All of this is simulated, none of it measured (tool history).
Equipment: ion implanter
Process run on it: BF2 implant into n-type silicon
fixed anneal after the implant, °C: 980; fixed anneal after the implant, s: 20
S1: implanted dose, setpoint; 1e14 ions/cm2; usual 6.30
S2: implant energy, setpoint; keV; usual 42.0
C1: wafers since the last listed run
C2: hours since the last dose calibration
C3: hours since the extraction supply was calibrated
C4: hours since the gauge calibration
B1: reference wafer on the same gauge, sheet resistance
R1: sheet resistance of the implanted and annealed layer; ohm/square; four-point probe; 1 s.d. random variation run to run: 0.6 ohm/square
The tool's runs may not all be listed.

run 1 hour=0.0 | S1=6.30 S2=42.0 | C1=0 C2=1022.8 C3=2467.7 C4=430.1 | B1=163.62 | R1=181.49
run 2 hour=17.1 | S1=6.30 S2=42.0 | C1=391 C2=1039.9 C3=2484.8 C4=447.2 | B1=163.88 | R1=181.83
run 3 hour=32.8 | S1=6.30 S2=49.5 | C1=359 C2=1055.6 C3=2500.5 C4=462.9 | B1=163.86 | R1=176.28
run 4 hour=100.9 | S1=6.30 S2=49.5 | C1=1560 C2=1123.7 C3=2568.6 C4=531.0 | B1=164.09 | R1=176.11
run 5 hour=117.0 | S1=6.30 S2=49.5 | C1=368 C2=1139.8 C3=2584.7 C4=547.1 | B1=164.06 | R1=175.36
run 6 hour=151.2 | S1=5.35 S2=42.0 | C1=783 C2=1174.0 C3=2618.9 C4=581.3 | B1=164.21 | R1=205.67
run 7 hour=170.5 | S1=5.35 S2=42.0 | C1=442 C2=1193.3 C3=2638.2 C4=600.6 | B1=164.32 | R1=206.93
run 8 hour=183.7 | S1=6.30 S2=42.0 | C1=302 C2=1206.5 C3=2651.4 C4=613.8 | B1=164.34 | R1=183.22
run 9 hour=211.3 | S1=6.30 S2=42.0 | C1=632 C2=1234.1 C3=2679.0 C4=641.4 | B1=164.67 | R1=182.61
run 10 hour=235.7 | S1=6.30 S2=42.0 | C1=559 C2=1258.5 C3=2703.4 C4=665.8 | B1=164.49 | R1=182.90
run 11 hour=266.7 | S1=7.32 S2=42.0 | C1=710 C2=1289.5 C3=2734.4 C4=696.8 | B1=164.41 | R1=166.91
run 12 hour=286.9 | S1=7.32 S2=42.0 | C1=462 C2=1309.7 C3=2754.6 C4=717.0 | B1=164.80 | R1=167.02
run 13 hour=302.8 | S1=7.53 S2=32.0 | C1=364 C2=1325.6 C3=2770.5 C4=732.9 | B1=164.28 | R1=180.23
run 14 hour=331.2 | S1=5.66 S2=29.5 | C1=650 C2=1354.0 C3=2798.9 C4=761.3 | B1=164.27 | R1=215.09
run 15 hour=346.8 | S1=7.53 S2=34.0 | C1=357 C2=1369.6 C3=2814.5 C4=776.9 | B1=164.61 | R1=176.17
run 16 hour=394.6 | S1=7.50 S2=52.0 | C1=1095 C2=1417.4 C3=2862.3 C4=824.7 | B1=164.44 | R1=155.20
run 17 hour=409.6 | S1=5.52 S2=48.0 | C1=343 C2=1432.4 C3=2877.3 C4=839.7 | B1=164.77 | R1=196.71
run 18 hour=443.8 | S1=4.84 S2=42.0 | C1=783 C2=1466.6 C3=2911.5 C4=873.9 | B1=164.52 | R1=225.34
run 19 hour=464.6 | S1=6.30 S2=42.0 | C1=476 C2=1487.4 C3=2932.3 C4=894.7 | B1=164.76 | R1=183.63
run 20 hour=494.0 | S1=6.30 S2=42.0 | C1=673 C2=1516.8 C3=2961.7 C4=924.1 | B1=164.72 | R1=183.21
-- hour=562.5 extraction supply calibrated
-- hour=569.4 gauge calibrated
run 21 hour=570.9 | S1=7.19 S2=54.5 | C1=1579 C2=1593.7 C3=8.4 C4=1.5 | B1=160.08 | R1=154.72
run 22 hour=600.7 | S1=8.15 S2=37.0 | C1=682 C2=1623.5 C3=38.2 C4=31.3 | B1=160.33 | R1=160.38
run 23 hour=649.4 | S1=5.26 S2=48.0 | C1=1116 C2=1672.2 C3=86.9 C4=80.0 | B1=161.03 | R1=201.40
-- hour=683.1 Faraday cup replaced and dose calibrated
run 24 hour=683.6 | S1=6.30 S2=42.0 | C1=600 C2=0.5 C3=121.1 C4=114.2 | B1=161.31 | R1=179.67
run 25 hour=690.5 | S1=5.54 S2=55.0 | C1=158 C2=7.4 C3=128.0 C4=121.1 | B1=161.49 | R1=190.14
run 26 hour=720.4 | S1=6.30 S2=42.0 | C1=685 C2=37.3 C3=157.9 C4=151.0 | B1=161.82 | R1=180.23
run 27 hour=737.4 | S1=6.30 S2=33.5 | C1=389 C2=54.3 C3=174.9 C4=168.0 | B1=162.01 | R1=191.44
run 28 hour=753.9 | S1=7.45 S2=28.0 | C1=378 C2=70.8 C3=191.4 C4=184.5 | B1=162.29 | R1=187.90

Run 29, settings as shown, results not yet in. Your forecast:
run 29 hour=779.8 | S1=6.30 S2=42.0 | C1=593 C2=96.7 C3=217.3 C4=210.4 | B1=? | R1=?

Run 29 yielded B1 162.37, R1 180.47 ohm/square.
If the tool had no hidden condition, the same run with the same run-to-run variation would have returned R1 177.81 ohm/square.
